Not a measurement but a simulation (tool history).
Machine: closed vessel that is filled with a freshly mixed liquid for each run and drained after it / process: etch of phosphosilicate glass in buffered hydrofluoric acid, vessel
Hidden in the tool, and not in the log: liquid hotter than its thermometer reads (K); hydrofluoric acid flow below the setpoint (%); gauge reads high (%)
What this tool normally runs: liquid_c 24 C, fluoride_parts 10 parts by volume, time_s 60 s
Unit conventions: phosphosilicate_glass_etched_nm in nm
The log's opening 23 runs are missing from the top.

run,hour,liquid_c,fluoride_parts,time_s,wafers since the last listed run,hours since the thermometer was replaced,hours since the hydrofluoric acid flow meter was replaced,hours since the gauge calibration,"read-back film thickness of the phosphosilicate glass reference wafer, read on the same gauge (nm)",phosphosilicate_glass_etched_nm
# hour 284.1: gauge calibrated
24,293.6,19,6.5,60,1341,175.2,199.4,9.5,109.96,350.49
25,303,21.5,12.5,60,754,184.6,208.8,18.9,110.02,213.58
26,309.7,24,10,60,538,191.3,215.5,25.6,109.96,302.23
27,319,26,10,60,746,200.6,224.8,34.9,110.01,339.51
28,332.7,24,10,60,1100,214.3,238.5,48.6,110.01,305.48
29,339.2,24,12,30,522,220.8,245,55.1,110,128.69
30,355.8,24,10,35,1333,237.4,261.6,71.7,110.06,177.94
31,364.8,21,9,60,722,246.4,270.6,80.7,110,280.78
32,371.8,28,10,70,562,253.4,277.6,87.7,109.96,437.75
33,384.4,24,10,45,1011,266,290.2,100.3,110,232.76

Each row is a separate what-if for the run after 33, all from the same tool condition, not one after another. Results?
A,385.1,28,10,60,56,266.7,290.9,101,?,?
B,385.1,24,13,70,56,266.7,290.9,101,?,?
C,385.1,24,7.5,60,56,266.7,290.9,101,?,?

run,"read-back film thickness of the phosphosilicate glass reference wafer, read on the same gauge (nm)",phosphosilicate_glass_etched_nm
A,110.01,376.98
B,110.01,274.53
C,110.01,395.74
The same runs, with their run-to-run variation unchanged, on a tool lacking any hidden condition would have given:
run,phosphosilicate_glass_etched_nm
A,376.98
B,274.53
C,395.74
